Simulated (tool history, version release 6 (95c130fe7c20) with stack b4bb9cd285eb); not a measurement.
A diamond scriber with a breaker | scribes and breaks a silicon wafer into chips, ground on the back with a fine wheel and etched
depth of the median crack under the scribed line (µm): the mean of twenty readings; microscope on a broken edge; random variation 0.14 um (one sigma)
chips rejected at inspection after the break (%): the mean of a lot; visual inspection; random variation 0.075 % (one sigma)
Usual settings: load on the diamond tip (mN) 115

run   hour  load on the diamond tip (mN)  wafers since the last listed run  hours since the diamond tip was replaced  hours since the load on the tip was calibrated  incoming depth of the damage left on the back of the incoming wafer, um  depth of the median crack under the scribed line (µm)  chips rejected at inspection after the break (%)
  1      0                           115                                 0                                     450.9                                          1065.7                                                                     0.46                                                   6.57                                              2.27
  2   24.1                           115                               138                                       475                                          1089.8                                                                      0.4                                                   6.46                                              2.75
  3   37.6                           126                                77                                     488.5                                          1103.3                                                                     0.41                                                   6.59                                              1.75
  4   64.6                           126                               155                                     515.5                                          1130.3                                                                     0.49                                                   6.47                                              1.74
  5   93.8                           126                               167                                     544.7                                          1159.5                                                                     0.62                                                   6.47                                              2.05
  6    129                           115                               202                                     579.9                                          1194.7                                                                     0.77                                                   6.11                                              3.72
  7  164.5                           115                               203                                     615.4                                          1230.2                                                                      0.7                                                   5.83                                              4.25
  8  193.6                           115                               167                                     644.5                                          1259.3                                                                     0.64                                                   5.92                                               4.7
  9  224.6                           115                               178                                     675.5                                          1290.3                                                                     0.56                                                   5.79                                              5.41
     238.3  -- load on the tip recalibrated
 10    260                           115                               191                                     710.9                                            21.7                                                                     0.65                                                   5.76                                              6.43
 11  277.1                           115                                98                                       728                                            38.8                                                                     0.62                                                   5.57                                              6.81
 12  295.6                           115                               106                                     746.5                                            57.3                                                                     0.74                                                   5.49                                              7.67
     316.3  -- diamond tip replaced by a new one
 13  322.1                           115                               140                                       5.8                                            83.8                                                                     0.39                                                   7.21                                              1.39
 14  341.7                           139                               112                                      25.4                                           103.4                                                                     0.52                                                   7.76                                              2.21
 15  369.9                           115                               161                                      53.6                                           131.6                                                                     0.73                                                   7.11                                              1.34

The next listed run, before its measurement:
 16  387.3                            86                                99                                        71                                             149                                                                     0.59                                                      ?                                                 ?

depth of the median crack under the scribed line (µm): 6.07
chips rejected at inspection after the break (%): 3.87
Without the tool's hidden state the same run would have given depth of the median crack under the scribed line (µm) 6.09, chips rejected at inspection after the break (%) 3.8.
